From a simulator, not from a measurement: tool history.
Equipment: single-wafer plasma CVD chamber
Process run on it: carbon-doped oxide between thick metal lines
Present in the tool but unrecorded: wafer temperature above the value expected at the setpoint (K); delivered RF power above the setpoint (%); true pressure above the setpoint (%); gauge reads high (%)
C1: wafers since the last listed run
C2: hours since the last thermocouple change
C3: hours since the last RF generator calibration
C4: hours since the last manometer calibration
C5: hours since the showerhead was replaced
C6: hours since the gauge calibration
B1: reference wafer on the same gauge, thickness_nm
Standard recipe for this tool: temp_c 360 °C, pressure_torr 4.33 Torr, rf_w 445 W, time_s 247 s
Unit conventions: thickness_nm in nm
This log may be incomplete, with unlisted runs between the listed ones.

Run 1, hour 0.0: usual settings; C1 0; C2 1064.2; C3 232.4; C4 1270.1; C5 4798.2; C6 1742.4; B1 970.656. Result: thickness_nm 1102.353 nm.
Run 2, hour 63.5: usual settings; C1 560; C2 1127.7; C3 295.9; C4 1333.6; C5 4861.7; C6 1805.9; B1 970.571. Result: thickness_nm 1108.848 nm.
At hour 146.1: capacitance manometer re-zeroed and calibrated.
Run 3, hour 277.5: usual settings; C1 1817; C2 1341.7; C3 509.9; C4 131.4; C5 5075.7; C6 2019.9; B1 970.866. Result: thickness_nm 1103.241 nm.
At hour 372.3: gauge calibrated.
Run 4, hour 382.0: usual settings; C1 922; C2 1446.2; C3 614.4; C4 235.9; C5 5180.2; C6 9.7; B1 969.592. Result: thickness_nm 1095.781 nm.
Run 5, hour 448.4: usual settings but temp_c 352 °C; C1 585; C2 1512.6; C3 680.8; C4 302.3; C5 5246.6; C6 76.1; B1 971.213. Result: thickness_nm 1121.088 nm.
Run 6, hour 524.2: usual settings but temp_c 352 °C; C1 668; C2 1588.4; C3 756.6; C4 378.1; C5 5322.4; C6 151.9; B1 969.830. Result: thickness_nm 1110.333 nm.
Run 7, hour 627.9: usual settings; C1 915; C2 1692.1; C3 860.3; C4 481.8; C5 5426.1; C6 255.6; B1 970.294. Result: thickness_nm 1088.449 nm.
Run 8, hour 694.2: usual settings; C1 585; C2 1758.4; C3 926.6; C4 548.1; C5 5492.4; C6 321.9; B1 969.690. Result: thickness_nm 1078.739 nm.
Run 9, hour 798.5: usual settings but temp_c 356 °C, pressure_torr 3.59 Torr, rf_w 380 W; C1 920; C2 1862.7; C3 1030.9; C4 652.4; C5 5596.7; C6 426.2; B1 969.745. Result: thickness_nm 973.092 nm.
At hour 834.4: showerhead replaced, of another model than before.
Run 10, hour 835.5: usual settings but temp_c 350 °C, pressure_torr 3.69 Torr, rf_w 385 W, time_s 200 s; C1 255; C2 1899.7; C3 1067.9; C4 689.4; C5 1.1; C6 463.2; B1 969.357. Result: thickness_nm 756.874 nm.
Run 11, hour 887.7: usual settings but temp_c 352 °C, pressure_torr 3.57 Torr, time_s 203 s; C1 460; C2 1951.9; C3 1120.1; C4 741.6; C5 53.3; C6 515.4; B1 970.732. Result: thickness_nm 880.085 nm.
Run 12, hour 936.4: usual settings but temp_c 352 °C; C1 429; C2 2000.6; C3 1168.8; C4 790.3; C5 102.0; C6 564.1; B1 970.576. Result: thickness_nm 1084.692 nm.
Run 13, hour 1030.0: usual settings but temp_c 348 °C, pressure_torr 5.18 Torr, rf_w 520 W, time_s 232 s; C1 825; C2 2094.2; C3 1262.4; C4 883.9; C5 195.6; C6 657.7; B1 969.361. Result: thickness_nm 1214.671 nm.
Run 14, hour 1114.8: usual settings but temp_c 370 °C, rf_w 395 W, time_s 273 s; C1 748; C2 2179.0; C3 1347.2; C4 968.7; C5 280.4; C6 742.5; B1 968.772. Result: thickness_nm 1005.413 nm.
Run 15, hour 1152.1: usual settings; C1 329; C2 2216.3; C3 1384.5; C4 1006.0; C5 317.7; C6 779.8; B1 970.126. Result: thickness_nm 1063.394 nm.
At hour 1201.4: thermocouple changed; heater temperature recalibrated.
Run 16, hour 1219.8: usual settings but temp_c 356 °C, rf_w 485 W, time_s 295 s; C1 526; C2 18.4; C3 1452.2; C4 1073.7; C5 385.4; C6 847.5; B1 969.267. Result: thickness_nm 1381.305 nm.
Run 17, hour 1290.5: usual settings but time_s 282 s; C1 623; C2 89.1; C3 1522.9; C4 1144.4; C5 456.1; C6 918.2; B1 970.168. Result: thickness_nm 1209.898 nm.
Run 18, hour 1358.5: usual settings but temp_c 354 °C, pressure_torr 3.44 Torr, rf_w 400 W, time_s 204 s; C1 600; C2 157.1; C3 1590.9; C4 1212.4; C5 524.1; C6 986.2; B1 971.120. Result: thickness_nm 784.534 nm.
At hour 1383.3: RF generator calibrated.
Run 19, hour 1450.3: usual settings but temp_c 348 °C, pressure_torr 3.95 Torr, time_s 284 s; C1 739; C2 248.9; C3 67.0; C4 1304.2; C5 615.9; C6 1078.0; B1 969.512. Result: thickness_nm 1331.991 nm.
At hour 1506.3: capacitance manometer re-zeroed and calibrated.
Run 20, hour 1529.0: usual settings but temp_c 351 °C, time_s 229 s; C1 623; C2 327.6; C3 145.7; C4 22.7; C5 694.6; C6 1156.7; B1 969.853. Result: thickness_nm 1056.049 nm.
Run 21, hour 1615.4: usual settings but rf_w 480 W, time_s 275 s; C1 762; C2 414.0; C3 232.1; C4 109.1; C5 781.0; C6 1243.1; B1 969.262. Result: thickness_nm 1336.384 nm.
Run 22, hour 1708.6: usual settings; C1 822; C2 507.2; C3 325.3; C4 202.3; C5 874.2; C6 1336.3; B1 970.276. Result: thickness_nm 1100.528 nm.
Run 23, hour 1807.4: usual settings; C1 871; C2 606.0; C3 424.1; C4 301.1; C5 973.0; C6 1435.1; B1 970.952. Result: thickness_nm 1090.420 nm.
Run 24, hour 1900.1: usual settings; C1 817; C2 698.7; C3 516.8; C4 393.8; C5 1065.7; C6 1527.8; B1 970.942. Result: thickness_nm 1097.891 nm.
Run 25, hour 2005.2: usual settings but time_s 265 s; C1 927; C2 803.8; C3 621.9; C4 498.9; C5 1170.8; C6 1632.9; B1 970.610. Result: thickness_nm 1172.966 nm.
Run 26, hour 2088.4: usual settings but temp_c 364 °C, rf_w 470 W, time_s 294 s; C1 734; C2 887.0; C3 705.1; C4 582.1; C5 1254.0; C6 1716.1; B1 969.151. Result: thickness_nm 1343.496 nm.
Run 27, hour 2177.7: usual settings but temp_c 364 °C, pressure_torr 4.95 Torr; C1 787; C2 976.3; C3 794.4; C4 671.4; C5 1343.3; C6 1805.4; B1 969.665. Result: thickness_nm 1085.845 nm.
Run 28, hour 2223.4: usual settings but rf_w 405 W; C1 403; C2 1022.0; C3 840.1; C4 717.1; C5 1389.0; C6 1851.1; B1 969.069. Result: thickness_nm 978.989 nm.

Alternative continuations, all from the tool just after run 28; predict every row:
Run A, hour 2223.9: usual settings; C1 4; C2 1022.5; C3 840.6; C4 717.6; C5 1389.5; C6 1851.6; B1 ?. Result: thickness_nm ?.
Run B, hour 2223.9: usual settings but pressure_torr 4.90 Torr, rf_w 400 W; C1 4; C2 1022.5; C3 840.6; C4 717.6; C5 1389.5; C6 1851.6; B1 ?. Result: thickness_nm ?.
Run C, hour 2223.9: usual settings but temp_c 374 °C, rf_w 415 W, time_s 293 s; C1 4; C2 1022.5; C3 840.6; C4 717.6; C5 1389.5; C6 1851.6; B1 ?. Result: thickness_nm ?.
Run D, hour 2223.9: usual settings but rf_w 515 W; C1 4; C2 1022.5; C3 840.6; C4 717.6; C5 1389.5; C6 1851.6; B1 ?. Result: thickness_nm ?.

run       B1  thickness_nm
  A  968.485      1075.898
  B  968.485       976.260
  C  968.485      1151.159
  D  968.485      1223.030
Without the tool's unlogged condition, the same runs would have read:
run  thickness_nm
  A      1129.627
  B      1027.146
  C      1209.209
  D      1274.331
